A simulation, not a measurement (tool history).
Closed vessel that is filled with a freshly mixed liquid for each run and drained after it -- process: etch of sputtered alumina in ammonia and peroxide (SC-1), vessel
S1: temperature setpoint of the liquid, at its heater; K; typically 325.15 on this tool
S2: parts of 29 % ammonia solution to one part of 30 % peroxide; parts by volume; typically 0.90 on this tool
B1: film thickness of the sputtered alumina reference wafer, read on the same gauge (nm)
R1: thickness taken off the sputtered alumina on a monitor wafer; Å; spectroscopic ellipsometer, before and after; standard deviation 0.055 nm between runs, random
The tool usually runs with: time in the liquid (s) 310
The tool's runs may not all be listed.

run 1 day=0.000 | S1=325.15 S2=0.90 time_in_the_liquid_(s)=405 | B1=99.99 | R1=288.3
-- day=1.788 new drum of ammonia solution connected
run 2 day=3.933 | S1=325.15 S2=0.90 time_in_the_liquid_(s)=310 | B1=99.99 | R1=223.6
run 3 day=7.288 | S1=325.15 S2=0.90 time_in_the_liquid_(s)=310 | B1=100.02 | R1=224.2
run 4 day=10.183 | S1=325.15 S2=0.90 time_in_the_liquid_(s)=310 | B1=100.01 | R1=224.4
run 5 day=13.792 | S1=325.15 S2=0.90 time_in_the_liquid_(s)=310 | B1=100.00 | R1=222.8
run 6 day=17.088 | S1=325.15 S2=0.90 time_in_the_liquid_(s)=310 | B1=99.98 | R1=221.7
run 7 day=21.271 | S1=325.15 S2=0.90 time_in_the_liquid_(s)=310 | B1=99.99 | R1=221.3
run 8 day=24.033 | S1=320.15 S2=0.90 time_in_the_liquid_(s)=310 | B1=99.99 | R1=168.4
-- day=25.417 new drum of ammonia solution connected
run 9 day=27.542 | S1=325.15 S2=0.70 time_in_the_liquid_(s)=310 | B1=100.04 | R1=219.2
run 10 day=31.533 | S1=325.15 S2=0.90 time_in_the_liquid_(s)=310 | B1=100.04 | R1=223.9
run 11 day=33.333 | S1=316.65 S2=0.90 time_in_the_liquid_(s)=310 | B1=99.97 | R1=138.4
run 12 day=37.604 | S1=329.65 S2=0.90 time_in_the_liquid_(s)=310 | B1=100.01 | R1=283.0
run 13 day=39.258 | S1=325.15 S2=0.90 time_in_the_liquid_(s)=310 | B1=100.00 | R1=222.1
run 14 day=41.538 | S1=320.65 S2=0.90 time_in_the_liquid_(s)=435 | B1=100.00 | R1=241.9
run 15 day=43.079 | S1=325.15 S2=0.90 time_in_the_liquid_(s)=310 | B1=100.00 | R1=221.0
-- day=45.058 gauge calibrated
run 16 day=45.625 | S1=316.15 S2=0.70 time_in_the_liquid_(s)=440 | B1=100.01 | R1=184.7
run 17 day=47.767 | S1=334.65 S2=0.90 time_in_the_liquid_(s)=230 | B1=100.02 | R1=270.0
-- day=51.012 new drum of ammonia solution connected
run 18 day=51.404 | S1=325.15 S2=0.90 time_in_the_liquid_(s)=155 | B1=100.01 | R1=111.4
-- day=52.138 ammonia flow meter replaced
run 19 day=53.004 | S1=320.65 S2=1.20 time_in_the_liquid_(s)=205 | B1=99.99 | R1=119.0
run 20 day=55.612 | S1=325.15 S2=0.90 time_in_the_liquid_(s)=310 | B1=100.03 | R1=224.2
run 21 day=58.204 | S1=325.15 S2=0.75 time_in_the_liquid_(s)=265 | B1=100.00 | R1=188.3
-- day=59.112 thermometer replaced
run 22 day=60.946 | S1=334.65 S2=1.20 time_in_the_liquid_(s)=200 | B1=100.00 | R1=244.3
run 23 day=63.192 | S1=325.15 S2=0.90 time_in_the_liquid_(s)=310 | B1=99.98 | R1=224.3
run 24 day=65.450 | S1=317.15 S2=1.20 time_in_the_liquid_(s)=250 | B1=99.97 | R1=118.1
run 25 day=69.567 | S1=325.15 S2=0.90 time_in_the_liquid_(s)=125 | B1=99.98 | R1=89.6
-- day=72.246 new drum of ammonia solution connected
run 26 day=73.904 | S1=325.15 S2=0.90 time_in_the_liquid_(s)=310 | B1=100.00 | R1=224.4
run 27 day=76.421 | S1=325.15 S2=0.90 time_in_the_liquid_(s)=310 | B1=100.02 | R1=224.1
run 28 day=79.138 | S1=329.65 S2=0.90 time_in_the_liquid_(s)=480 | B1=99.99 | R1=441.0
run 29 day=83.512 | S1=325.15 S2=0.90 time_in_the_liquid_(s)=310 | B1=99.97 | R1=223.6

Here are 3 independent what-if runs from the current tool condition. What would each one return?
run A day=83.542 | S1=325.15 S2=0.90 time_in_the_liquid_(s)=470 | B1=? | R1=?
run B day=83.542 | S1=334.15 S2=0.75 time_in_the_liquid_(s)=415 | B1=? | R1=?
run C day=83.542 | S1=329.15 S2=1.20 time_in_the_liquid_(s)=240 | B1=? | R1=?

run=A B1=100.02 R1=337.2
run=B B1=100.02 R1=469.7
run=C B1=100.02 R1=219.2
With the hidden condition removed and each run's random variation left untouched, the same runs would have given:
run=A R1=341.6
run=B R1=475.8
run=C R1=222.0

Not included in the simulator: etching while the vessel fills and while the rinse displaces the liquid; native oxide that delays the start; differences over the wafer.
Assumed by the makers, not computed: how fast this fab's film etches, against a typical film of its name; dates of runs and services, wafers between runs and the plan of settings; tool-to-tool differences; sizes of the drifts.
